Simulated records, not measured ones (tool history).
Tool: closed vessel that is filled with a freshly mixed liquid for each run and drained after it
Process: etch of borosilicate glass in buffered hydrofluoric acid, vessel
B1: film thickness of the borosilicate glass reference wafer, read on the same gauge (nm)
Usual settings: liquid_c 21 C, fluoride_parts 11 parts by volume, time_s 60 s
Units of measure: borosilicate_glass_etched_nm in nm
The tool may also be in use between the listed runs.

run 1 day=0 | liquid_c=21 fluoride_parts=12 time_s=60 | B1=110.03 | borosilicate_glass_etched_nm=55.16
run 2 day=0.796 | liquid_c=21 fluoride_parts=12 time_s=60 | B1=109.99 | borosilicate_glass_etched_nm=55.76
run 3 day=1.954 | liquid_c=19 fluoride_parts=11 time_s=60 | B1=109.96 | borosilicate_glass_etched_nm=53.89
run 4 day=3.146 | liquid_c=19 fluoride_parts=11 time_s=60 | B1=109.99 | borosilicate_glass_etched_nm=54.38
run 5 day=4.067 | liquid_c=21 fluoride_parts=11 time_s=60 | B1=110.01 | borosilicate_glass_etched_nm=60.15
run 6 day=5.342 | liquid_c=21 fluoride_parts=11 time_s=60 | B1=109.98 | borosilicate_glass_etched_nm=59.55
run 7 day=5.983 | liquid_c=23 fluoride_parts=11 time_s=60 | B1=109.99 | borosilicate_glass_etched_nm=66.08
run 8 day=6.971 | liquid_c=21 fluoride_parts=11 time_s=60 | B1=110 | borosilicate_glass_etched_nm=59.92
run 9 day=8.246 | liquid_c=21 fluoride_parts=11 time_s=60 | B1=109.99 | borosilicate_glass_etched_nm=58.56
-- day=8.929 gauge calibrated
run 10 day=9.146 | liquid_c=21 fluoride_parts=11 time_s=60 | B1=110.02 | borosilicate_glass_etched_nm=59.51
run 11 day=9.667 | liquid_c=21 fluoride_parts=11 time_s=60 | B1=109.99 | borosilicate_glass_etched_nm=59.18
run 12 day=10.312 | liquid_c=21 fluoride_parts=11 time_s=60 | B1=110 | borosilicate_glass_etched_nm=59.01
run 13 day=11.462 | liquid_c=24.5 fluoride_parts=11 time_s=90 | B1=110 | borosilicate_glass_etched_nm=107.8
run 14 day=12.758 | liquid_c=21 fluoride_parts=11 time_s=60 | B1=110 | borosilicate_glass_etched_nm=57.66
-- day=13.112 thermometer replaced
run 15 day=13.875 | liquid_c=21 fluoride_parts=8 time_s=60 | B1=110.01 | borosilicate_glass_etched_nm=78.6
run 16 day=15.271 | liquid_c=21 fluoride_parts=9.5 time_s=45 | B1=110.03 | borosilicate_glass_etched_nm=49.83
run 17 day=15.821 | liquid_c=18 fluoride_parts=14.5 time_s=80 | B1=109.98 | borosilicate_glass_etched_nm=49.56
-- day=16.129 hydrofluoric acid flow meter replaced
run 18 day=16.962 | liquid_c=21 fluoride_parts=11 time_s=60 | B1=110.02 | borosilicate_glass_etched_nm=64.44
run 19 day=18.433 | liquid_c=25.5 fluoride_parts=13 time_s=90 | B1=109.96 | borosilicate_glass_etched_nm=103.97
run 20 day=19.55 | liquid_c=18 fluoride_parts=11 time_s=60 | B1=109.96 | borosilicate_glass_etched_nm=53.16
run 21 day=22.492 | liquid_c=23.5 fluoride_parts=12.5 time_s=70 | B1=109.97 | borosilicate_glass_etched_nm=73.46
run 22 day=23.925 | liquid_c=23.5 fluoride_parts=11 time_s=60 | B1=110.02 | borosilicate_glass_etched_nm=71.35
run 23 day=24.704 | liquid_c=21 fluoride_parts=11 time_s=60 | B1=110.01 | borosilicate_glass_etched_nm=62.09
run 24 day=25.721 | liquid_c=21 fluoride_parts=12 time_s=40 | B1=109.99 | borosilicate_glass_etched_nm=37.67
run 25 day=26.775 | liquid_c=25.5 fluoride_parts=9.5 time_s=60 | B1=110.03 | borosilicate_glass_etched_nm=89.48
run 26 day=30.833 | liquid_c=21 fluoride_parts=15 time_s=30 | B1=109.98 | borosilicate_glass_etched_nm=22.01
run 27 day=31.95 | liquid_c=21 fluoride_parts=11 time_s=60 | B1=110.01 | borosilicate_glass_etched_nm=61.07
run 28 day=33.275 | liquid_c=21 fluoride_parts=11 time_s=30 | B1=110.03 | borosilicate_glass_etched_nm=30.02
run 29 day=34.45 | liquid_c=21 fluoride_parts=13.5 time_s=60 | B1=110.02 | borosilicate_glass_etched_nm=48.53
run 30 day=35.533 | liquid_c=21 fluoride_parts=11 time_s=60 | B1=109.96 | borosilicate_glass_etched_nm=58.56
-- day=35.917 gauge calibrated
run 31 day=36.05 | liquid_c=21 fluoride_parts=11 time_s=60 | B1=110 | borosilicate_glass_etched_nm=58.28
run 32 day=37.458 | liquid_c=21 fluoride_parts=7 time_s=60 | B1=109.96 | borosilicate_glass_etched_nm=90.76
run 33 day=38.142 | liquid_c=21 fluoride_parts=11 time_s=60 | B1=110 | borosilicate_glass_etched_nm=58.73
run 34 day=38.925 | liquid_c=23 fluoride_parts=8.5 time_s=35 | B1=110.01 | borosilicate_glass_etched_nm=48.78

What was the tool's hidden state at every run in the log?
liquid colder than its thermometer reads (K): 0 across all the runs
gauge reads high (%): 0 across all the runs
H1: hydrofluoric acid flow below the setpoint (%)
run=1 H1=5.07
run=2 H1=5.36
run=3 H1=5.78
run=4 H1=6.22
run=5 H1=6.56
run=6 H1=7.03
run=7 H1=7.26
run=8 H1=7.63
run=9 H1=8.09
run=10 H1=8.42
run=11 H1=8.62
run=12 H1=8.85
run=13 H1=9.28
run=14 H1=9.75
run=15 H1=10.2
run=16 H1=10.7
run=17 H1=10.9
run=18 H1=1.15
run=19 H1=1.69
run=20 H1=2.1
run=21 H1=3.18
run=22 H1=3.7
run=23 H1=3.99
run=24 H1=4.36
run=25 H1=4.75
run=26 H1=6.24
run=27 H1=6.65
run=28 H1=7.14
run=29 H1=7.57
run=30 H1=7.97
run=31 H1=8.15
run=32 H1=8.67
run=33 H1=8.92
run=34 H1=9.21

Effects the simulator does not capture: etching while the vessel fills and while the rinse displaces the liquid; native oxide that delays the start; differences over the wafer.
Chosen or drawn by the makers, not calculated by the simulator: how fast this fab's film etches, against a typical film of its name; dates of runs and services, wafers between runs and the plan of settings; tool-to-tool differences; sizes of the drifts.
